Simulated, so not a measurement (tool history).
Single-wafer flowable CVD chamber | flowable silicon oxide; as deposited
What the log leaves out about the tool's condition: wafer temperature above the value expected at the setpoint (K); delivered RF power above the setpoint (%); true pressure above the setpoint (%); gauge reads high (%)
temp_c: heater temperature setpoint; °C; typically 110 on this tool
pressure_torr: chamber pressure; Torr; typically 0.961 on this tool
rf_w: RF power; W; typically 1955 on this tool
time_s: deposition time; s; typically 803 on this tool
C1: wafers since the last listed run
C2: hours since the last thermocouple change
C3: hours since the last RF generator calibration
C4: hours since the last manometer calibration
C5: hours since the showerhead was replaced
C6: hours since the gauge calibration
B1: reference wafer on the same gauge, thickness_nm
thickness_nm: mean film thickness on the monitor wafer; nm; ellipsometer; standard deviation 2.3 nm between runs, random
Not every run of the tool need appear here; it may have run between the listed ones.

Run 1, day 0: usual settings but rf_w 1685 W, time_s 870 s; C1 0; C2 2498.6; C3 1177.6; C4 864.5; C5 5260.3; C6 570.7; B1 421.134. Result: thickness_nm 407.5 nm.
At day 1.192: capacitance manometer re-zeroed and calibrated.
Run 2, day 2.354: usual settings but rf_w 2070 W; C1 91; C2 2555.1; C3 1234.1; C4 27.9; C5 5316.8; C6 627.2; B1 420.704. Result: thickness_nm 393.445 nm.
Run 3, day 4.762: usual settings but rf_w 2070 W; C1 109; C2 2612.9; C3 1291.9; C4 85.7; C5 5374.6; C6 685; B1 420.782. Result: thickness_nm 389.58 nm.
Run 4, day 13.962: usual settings but rf_w 2070 W; C1 418; C2 2833.7; C3 1512.7; C4 306.5; C5 5595.4; C6 905.8; B1 421.203. Result: thickness_nm 390.07 nm.
Run 5, day 16.517: usual settings but pressure_torr 1.126 Torr; C1 116; C2 2895; C3 1574; C4 367.8; C5 5656.7; C6 967.1; B1 421.422. Result: thickness_nm 444.226 nm.
Run 6, day 20.967: usual settings but temp_c 117 °C, pressure_torr 0.831 Torr; C1 202; C2 3001.8; C3 1680.8; C4 474.6; C5 5763.5; C6 1073.9; B1 421.273. Result: thickness_nm 257.476 nm.
At day 22.679: RF generator calibrated.
Run 7, day 22.7: usual settings but time_s 678 s; C1 63; C2 3043.4; C3 0.5; C4 516.2; C5 5805.1; C6 1115.5; B1 421.412. Result: thickness_nm 321.318 nm.
Run 8, day 24.221: usual settings but time_s 678 s; C1 69; C2 3079.9; C3 37; C4 552.7; C5 5841.6; C6 1152; B1 421.24. Result: thickness_nm 321.588 nm.
At day 24.817: thermocouple changed; heater temperature recalibrated.
Run 9, day 27.879: usual settings but time_s 678 s; C1 151; C2 73.5; C3 124.8; C4 640.5; C5 5929.4; C6 1239.8; B1 420.87. Result: thickness_nm 343.317 nm.
Run 10, day 31.254: usual settings; C1 153; C2 154.5; C3 205.8; C4 721.5; C5 6010.4; C6 1320.8; B1 420.782. Result: thickness_nm 411.425 nm.
Run 11, day 35.342: usual settings; C1 185; C2 252.6; C3 303.9; C4 819.6; C5 6108.5; C6 1418.9; B1 420.999. Result: thickness_nm 410.289 nm.
Run 12, day 37.783: usual settings but pressure_torr 1.144 Torr, rf_w 1565 W; C1 111; C2 311.2; C3 362.5; C4 878.2; C5 6167.1; C6 1477.5; B1 420.753. Result: thickness_nm 464.761 nm.
Run 13, day 39.879: usual settings but pressure_torr 1.114 Torr, rf_w 1645 W, time_s 852 s; C1 95; C2 361.5; C3 412.8; C4 928.5; C5 6217.4; C6 1527.8; B1 420.934. Result: thickness_nm 480.855 nm.
At day 41.154: showerhead replaced.
At day 41.679: capacitance manometer re-zeroed and calibrated.
Run 14, day 42.196: usual settings but pressure_torr 1.057 Torr; C1 75; C2 417.1; C3 468.4; C4 12.4; C5 25; C6 1583.4; B1 420.984. Result: thickness_nm 447.385 nm.
Run 15, day 44.667: usual settings but pressure_torr 0.827 Torr; C1 112; C2 476.4; C3 527.7; C4 71.7; C5 84.3; C6 1642.7; B1 421.537. Result: thickness_nm 354.675 nm.
Run 16, day 47.488: usual settings but pressure_torr 1.08 Torr, time_s 731 s; C1 128; C2 544.1; C3 595.4; C4 139.4; C5 152; C6 1710.4; B1 420.74. Result: thickness_nm 420.284 nm.
Run 17, day 50.217: usual settings but time_s 945 s; C1 124; C2 609.6; C3 660.9; C4 204.9; C5 217.5; C6 1775.9; B1 420.995. Result: thickness_nm 480.41 nm.
At day 52.067: gauge calibrated.
Run 18, day 53.392: usual settings but temp_c 97 °C, time_s 678 s; C1 144; C2 685.8; C3 737.1; C4 281.1; C5 293.7; C6 31.8; B1 421.206. Result: thickness_nm 560.408 nm.
Run 19, day 56.6: usual settings; C1 145; C2 762.8; C3 814.1; C4 358.1; C5 370.7; C6 108.8; B1 421.294. Result: thickness_nm 406.333 nm.
Run 20, day 58.512: usual settings; C1 87; C2 808.7; C3 860; C4 404; C5 416.6; C6 154.7; B1 421.029. Result: thickness_nm 404.365 nm.
Run 21, day 61.779: usual settings but temp_c 100 °C, rf_w 1725 W; C1 148; C2 887.1; C3 938.4; C4 482.4; C5 495; C6 233.1; B1 421.047. Result: thickness_nm 583.956 nm.
Run 22, day 68.558: usual settings but temp_c 118 °C, pressure_torr 1.197 Torr; C1 308; C2 1049.8; C3 1101.1; C4 645.1; C5 657.7; C6 395.8; B1 421.279. Result: thickness_nm 379.539 nm.
Run 23, day 70.504: usual settings but temp_c 120 °C, pressure_torr 0.741 Torr, rf_w 1695 W, time_s 697 s; C1 88; C2 1096.5; C3 1147.8; C4 691.8; C5 704.4; C6 442.5; B1 420.873. Result: thickness_nm 185.66 nm.

Below are 3 alternative next runs, each starting from the tool's condition after run 23. Predict each:
Run A, day 70.529: usual settings but temp_c 101 °C; C1 1; C2 1097.1; C3 1148.4; C4 692.4; C5 705; C6 443.1; B1 ?. Result: thickness_nm ?.
Run B, day 70.529: usual settings but temp_c 119 °C, rf_w 2120 W, time_s 866 s; C1 1; C2 1097.1; C3 1148.4; C4 692.4; C5 705; C6 443.1; B1 ?. Result: thickness_nm ?.
Run C, day 70.529: usual settings but temp_c 101 °C, pressure_torr 1.069 Torr, rf_w 2120 W; C1 1; C2 1097.1; C3 1148.4; C4 692.4; C5 705; C6 443.1; B1 ?. Result: thickness_nm ?.

run       B1  thickness_nm
  A  421.257       566.486
  B  421.257       321.788
  C  421.257       639.615
What these runs would have given with no unlogged condition in the tool:
run  thickness_nm
  A       570.366
  B       323.644
  C       643.997

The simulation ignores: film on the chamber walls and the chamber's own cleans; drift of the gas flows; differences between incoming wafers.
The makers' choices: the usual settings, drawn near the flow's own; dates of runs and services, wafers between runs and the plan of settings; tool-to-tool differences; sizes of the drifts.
